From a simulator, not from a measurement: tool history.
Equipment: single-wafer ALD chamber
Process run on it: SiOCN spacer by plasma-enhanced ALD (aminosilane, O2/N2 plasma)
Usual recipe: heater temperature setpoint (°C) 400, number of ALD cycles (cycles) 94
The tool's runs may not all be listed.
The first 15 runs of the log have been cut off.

run,hour,heater temperature setpoint (°C),number of ALD cycles (cycles),"read-back reference wafer on the same gauge, thickness_nm",mean film thickness on the monitor wafer (angstrom)
16,775,387,77,5.818,48.01
17,829.8,400,108,5.825,66.5
18,900.2,396,94,5.812,58.02
# hour 935: thermocouple changed; heater temperature recalibrated
19,949.8,400,107,5.841,67.05
20,979.9,409,111,5.831,67.19
21,1030.9,386,76,5.827,47.14
# hour 1158.9: gauge calibrated
22,1212.9,414,110,5.836,65.77
23,1265.4,400,94,5.822,58.36
24,1333.9,413,103,5.832,61.78
25,1384.8,400,94,5.811,58.34
26,1432,390,94,5.811,58.99
27,1466,410,77,5.804,46.47
28,1529,394,94,5.818,58.48
29,1569.7,395,94,5.829,57.89
30,1617,406,94,5.807,57.59
31,1644.7,392,87,5.807,53.86

Predict each of these 3 candidate next runs independently; none follows another, all start after run 31:
A,1645.3,400,94,?,?
B,1645.3,410,107,?,?
C,1645.3,390,84,?,?

run,"read-back reference wafer on the same gauge, thickness_nm",mean film thickness on the monitor wafer (angstrom)
A,5.815,58.38
B,5.815,64.7
C,5.815,52.17
Had the tool no hidden state, the same runs would have come out as:
run,mean film thickness on the monitor wafer (angstrom)
A,58.38
B,64.7
C,52.17
